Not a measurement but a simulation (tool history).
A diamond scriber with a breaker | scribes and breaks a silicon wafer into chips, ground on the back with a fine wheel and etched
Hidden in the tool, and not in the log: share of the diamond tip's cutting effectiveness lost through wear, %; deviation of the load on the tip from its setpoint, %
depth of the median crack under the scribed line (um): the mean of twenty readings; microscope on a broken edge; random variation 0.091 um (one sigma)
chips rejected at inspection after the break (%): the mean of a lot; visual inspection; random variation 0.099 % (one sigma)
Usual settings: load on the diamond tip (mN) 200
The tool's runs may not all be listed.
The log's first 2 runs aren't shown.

run,hour,load on the diamond tip (mN),wafers since the last listed run,hours since the diamond tip was replaced,hours since the load on the tip was calibrated,"incoming depth of the damage left on the back of the incoming wafer, um",depth of the median crack under the scribed line (um),chips rejected at inspection after the break (%)
3,40.4,240,112,343.7,392.6,0.62,9.42,2.29
4,62.3,200,93,365.6,414.5,0.39,8.7,1.53
5,92,200,126,395.3,444.2,0.4,8.65,1.65
6,122.5,200,129,425.8,474.7,0.4,8.54,1.52
7,175.7,232,226,479,527.9,0.79,9.17,2.19
8,194.9,232,81,498.2,547.1,0.48,9.19,2.06
9,274.4,225,338,577.7,626.6,0.32,9.1,1.89
10,300.8,225,112,604.1,653,0.58,9.16,2.01
11,330.3,225,125,633.6,682.5,0.6,8.99,1.76
# hour 340.5: load on the tip recalibrated
12,361.3,200,123,664.6,20.8,0.66,8.65,1.37
13,384.5,200,98,687.8,44,0.54,8.52,1.53
14,408.6,200,102,711.9,68.1,0.42,8.54,1.46
15,434.1,200,108,737.4,93.6,0.73,8.69,1.57
16,470,151,152,773.3,129.5,0.53,7.8,3.29
17,487.4,144,74,790.7,146.9,0.4,7.59,3.98
18,518.6,200,132,821.9,178.1,0.67,8.67,1.54
# hour 544.5: diamond tip replaced by a new one
19,548.8,227,120,4.3,208.3,0.6,9.12,1.99
20,573.8,150,106,29.3,233.3,0.64,7.7,2.79
21,607.6,171,143,63.1,267.1,0.63,8.01,2.24

Run 22 comes next. What will it give?
22,620.7,154,55,76.2,280.2,0.71,?,?

Run 22 gave depth of the median crack under the scribed line (um) 7.66, chips rejected at inspection after the break (%) 2.9.
Without the tool's hidden state the same run would have given depth of the median crack under the scribed line (um) 7.66, chips rejected at inspection after the break (%) 2.9.
